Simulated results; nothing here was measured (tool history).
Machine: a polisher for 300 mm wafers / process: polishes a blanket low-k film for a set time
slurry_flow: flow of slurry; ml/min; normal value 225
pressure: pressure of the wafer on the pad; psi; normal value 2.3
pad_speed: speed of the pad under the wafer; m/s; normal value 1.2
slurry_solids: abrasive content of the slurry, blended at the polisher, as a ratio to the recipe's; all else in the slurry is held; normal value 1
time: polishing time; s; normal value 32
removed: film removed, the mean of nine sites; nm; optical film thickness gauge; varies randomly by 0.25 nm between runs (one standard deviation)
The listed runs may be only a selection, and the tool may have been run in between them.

run	day	slurry_flow	pressure	pad_speed	slurry_solids	time	incoming thickness of the incoming film, nm	removed
1	0	225	2.3	1.2	1	32	624.9	15.2
2	1.312	225	2.3	1.2	1	32	633.5	14.9
# day 3.488: slurry blender recalibrated
3	3.567	225	2.3	1.2	1	32	627.8	17.2
4	5.062	225	2.3	1.2	1	32	626.7	16.7
5	6.067	225	2.3	1.2	1	32	635.6	16.9
# day 6.9: conditioning disc replaced and pad reconditioned
6	7.617	225	2.7	0.82	1	39	641.1	16.4
7	8.617	225	2.1	1.2	1	32	619.8	15.6
8	9.621	225	2.3	1.2	1	32	630.7	16.4
9	12.479	225	2	1.2	1	32	623.8	14.2
# day 14.308: worn pad replaced by a new one
10	14.592	225	2.3	1.2	1	25	630.7	12.1
11	16.662	225	2.3	1.2	1	32	631.6	15
# day 16.875: slurry nozzle cleaned
12	19.508	225	2.3	1.4	1.15	32	627.1	17.7
# day 20.729: slurry blender recalibrated
# day 21.846: conditioning disc replaced and pad reconditioned
13	22.338	225	2.3	1.2	0.85	32	632.4	15.7
14	25.058	225	2	1.2	1	32	626.5	14.9
# day 25.612: head pressure recalibrated
15	26.417	185	2.6	1.04	0.75	32	623.9	12.6
16	29.067	225	2.3	1.2	1	32	627.2	15.5
# day 30.604: worn pad replaced by a new one
17	31.058	225	1.7	1.2	1	27	624.1	10.7
# day 32.479: slurry nozzle cleaned
18	33.429	225	2.3	1.2	1	32	639.8	15.4
19	34.475	225	2.3	1.42	0.8	40	636.5	18.4
20	35.829	225	2.3	1.1	1	35	630.4	15.2
# day 37.483: slurry blender recalibrated
21	37.742	225	2.3	1.2	1	32	624.4	17.5
# day 40.304: conditioning disc replaced and pad reconditioned
22	40.325	295	2.3	1.06	0.9	38	625.3	17.9
23	41.725	185	2.3	1.2	1	32	636.1	16.4
# day 47.788: worn pad replaced by a new one
# day 50.092: slurry nozzle cleaned
24	50.312	225	2.3	1.2	1	32	631.6	15.9
# day 51.558: slurry blender recalibrated
25	51.846	225	2.3	1.2	1	32	635.3	17.4

Hidden state or all else? Some run-to-run changes of removed, split into what the settings, what came in and random variation would give without the hidden state, and what is left for the hidden state (with any gauge scatter that isn't in both results):
Hidden conditions of the tool in this case: removal rate lost through wear of the pad, %; slurry flow missing at the pad, %; deviation of the head's pressure from its setpoint, %; abrasive missing from the slurry, %; time polished since the conditioner stopped cutting, s.
Run 12 -> 13: pad_speed 1.4 -> 1.2, slurry_solids 1.15 -> 0.85, slurry blender recalibrated, conditioning disc replaced and pad reconditioned. removed -2 nm: hidden state +2.7, all else -4.7.
Run 16 -> 17: pressure 2.3 -> 1.7, time 32 -> 27, worn pad replaced by a new one. removed -4.8 nm: hidden state +0.2, all else -5.
Run 17 -> 18: pressure 1.7 -> 2.3, time 27 -> 32, slurry nozzle cleaned. removed +4.7 nm: hidden state -1.1, all else +5.8.
Run 20 -> 21: pad_speed 1.1 -> 1.2, time 35 -> 32, slurry blender recalibrated. removed +2.3 nm: hidden state +2.9, all else -0.6.
